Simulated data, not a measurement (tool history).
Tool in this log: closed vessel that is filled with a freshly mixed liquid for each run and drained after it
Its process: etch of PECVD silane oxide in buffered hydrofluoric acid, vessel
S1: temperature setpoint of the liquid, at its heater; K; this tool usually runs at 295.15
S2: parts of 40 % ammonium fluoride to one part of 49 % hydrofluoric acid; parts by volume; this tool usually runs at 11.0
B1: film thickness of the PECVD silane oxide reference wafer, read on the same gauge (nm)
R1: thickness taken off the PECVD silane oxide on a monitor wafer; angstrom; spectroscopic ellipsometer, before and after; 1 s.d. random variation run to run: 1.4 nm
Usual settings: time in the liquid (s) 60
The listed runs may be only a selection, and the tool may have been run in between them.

{"run": 1, "day": 0.0, "S1": 291.65, "S2": 11.0, "time in the liquid (s)": 60, "B1": 79.98, "R1": 1204.3}
{"run": 2, "day": 2.179, "S1": 291.65, "S2": 11.0, "time in the liquid (s)": 60, "B1": 80.01, "R1": 1227.9}
{"run": 3, "day": 4.392, "S1": 295.15, "S2": 9.5, "time in the liquid (s)": 60, "B1": 80.02, "R1": 1700.3}
{"run": 4, "day": 6.65, "S1": 295.15, "S2": 9.5, "time in the liquid (s)": 60, "B1": 79.99, "R1": 1647.2}
{"run": 5, "day": 15.45, "S1": 295.15, "S2": 9.5, "time in the liquid (s)": 60, "B1": 79.97, "R1": 1705.1}
{"day": 16.088, "done": "hydrofluoric acid flow meter replaced"}
{"run": 6, "day": 17.188, "S1": 295.15, "S2": 11.0, "time in the liquid (s)": 60, "B1": 80.04, "R1": 1558.9}
{"run": 7, "day": 23.192, "S1": 295.15, "S2": 11.0, "time in the liquid (s)": 60, "B1": 79.99, "R1": 1539.0}
{"run": 8, "day": 25.471, "S1": 295.15, "S2": 11.0, "time in the liquid (s)": 60, "B1": 79.99, "R1": 1526.4}
{"run": 9, "day": 27.058, "S1": 295.15, "S2": 11.0, "time in the liquid (s)": 60, "B1": 80.0, "R1": 1533.2}
{"run": 10, "day": 28.221, "S1": 295.15, "S2": 11.0, "time in the liquid (s)": 60, "B1": 79.96, "R1": 1529.8}
{"run": 11, "day": 34.088, "S1": 295.15, "S2": 11.0, "time in the liquid (s)": 60, "B1": 80.0, "R1": 1526.0}
{"day": 36.362, "done": "hydrofluoric acid flow meter replaced"}
{"run": 12, "day": 36.588, "S1": 298.15, "S2": 11.0, "time in the liquid (s)": 70, "B1": 80.03, "R1": 2161.9}
{"run": 13, "day": 37.921, "S1": 295.15, "S2": 11.0, "time in the liquid (s)": 60, "B1": 79.99, "R1": 1569.2}
{"run": 14, "day": 38.979, "S1": 292.15, "S2": 7.5, "time in the liquid (s)": 40, "B1": 79.97, "R1": 1269.1}
{"run": 15, "day": 40.921, "S1": 295.15, "S2": 11.0, "time in the liquid (s)": 45, "B1": 80.02, "R1": 1199.1}
{"run": 16, "day": 42.538, "S1": 295.15, "S2": 11.0, "time in the liquid (s)": 60, "B1": 80.0, "R1": 1580.5}
{"run": 17, "day": 44.9, "S1": 298.15, "S2": 11.0, "time in the liquid (s)": 60, "B1": 80.02, "R1": 1828.5}
{"run": 18, "day": 46.729, "S1": 295.15, "S2": 12.0, "time in the liquid (s)": 75, "B1": 80.02, "R1": 1810.2}
{"run": 19, "day": 55.65, "S1": 292.15, "S2": 7.5, "time in the liquid (s)": 40, "B1": 80.0, "R1": 1248.4}
{"day": 57.262, "done": "hydrofluoric acid flow meter replaced"}
{"run": 20, "day": 58.067, "S1": 295.15, "S2": 15.5, "time in the liquid (s)": 80, "B1": 80.0, "R1": 1561.4}
{"run": 21, "day": 60.167, "S1": 293.65, "S2": 8.0, "time in the liquid (s)": 90, "B1": 80.02, "R1": 2977.3}
{"day": 61.2, "done": "gauge calibrated"}
{"day": 61.538, "done": "thermometer replaced"}
{"run": 22, "day": 62.075, "S1": 295.15, "S2": 11.0, "time in the liquid (s)": 80, "B1": 80.0, "R1": 1894.4}
{"run": 23, "day": 63.962, "S1": 291.15, "S2": 12.5, "time in the liquid (s)": 60, "B1": 80.0, "R1": 993.7}
{"run": 24, "day": 66.638, "S1": 295.15, "S2": 15.0, "time in the liquid (s)": 60, "B1": 80.0, "R1": 1029.7}
{"run": 25, "day": 69.529, "S1": 292.65, "S2": 8.5, "time in the liquid (s)": 75, "B1": 79.94, "R1": 1897.9}
{"run": 26, "day": 71.421, "S1": 295.15, "S2": 11.0, "time in the liquid (s)": 35, "B1": 80.02, "R1": 806.2}
{"run": 27, "day": 73.029, "S1": 296.65, "S2": 6.5, "time in the liquid (s)": 95, "B1": 80.03, "R1": 3922.9}
{"run": 28, "day": 75.367, "S1": 295.15, "S2": 11.0, "time in the liquid (s)": 60, "B1": 80.01, "R1": 1382.0}
{"run": 29, "day": 76.471, "S1": 291.15, "S2": 11.0, "time in the liquid (s)": 40, "B1": 79.99, "R1": 740.9}
{"run": 30, "day": 79.104, "S1": 295.15, "S2": 11.0, "time in the liquid (s)": 60, "B1": 80.0, "R1": 1370.4}
{"run": 31, "day": 81.004, "S1": 292.65, "S2": 15.0, "time in the liquid (s)": 60, "B1": 80.0, "R1": 879.1}
{"day": 82.75, "done": "hydrofluoric acid flow meter replaced"}
{"run": 32, "day": 83.25, "S1": 296.65, "S2": 8.0, "time in the liquid (s)": 60, "B1": 80.01, "R1": 2117.3}
{"run": 33, "day": 85.983, "S1": 295.15, "S2": 7.0, "time in the liquid (s)": 70, "B1": 79.99, "R1": 2639.4}

Forecast each of these 3 alternatives for the next run:
{"run": "A", "day": 86.012, "S1": 295.15, "S2": 11.0, "time in the liquid (s)": 30, "B1": "?", "R1": "?"}
{"run": "B", "day": 86.012, "S1": 295.15, "S2": 14.0, "time in the liquid (s)": 90, "B1": "?", "R1": "?"}
{"run": "C", "day": 86.012, "S1": 295.15, "S2": 15.0, "time in the liquid (s)": 75, "B1": "?", "R1": "?"}

run=A B1=79.98 R1=733.8
run=B B1=79.98 R1=1738.5
run=C B1=79.98 R1=1353.8
The same runs, with their run-to-run variation unchanged, on a tool lacking any hidden condition would have given:
run=A R1=711.2
run=B R1=1685.0
run=C R1=1312.2
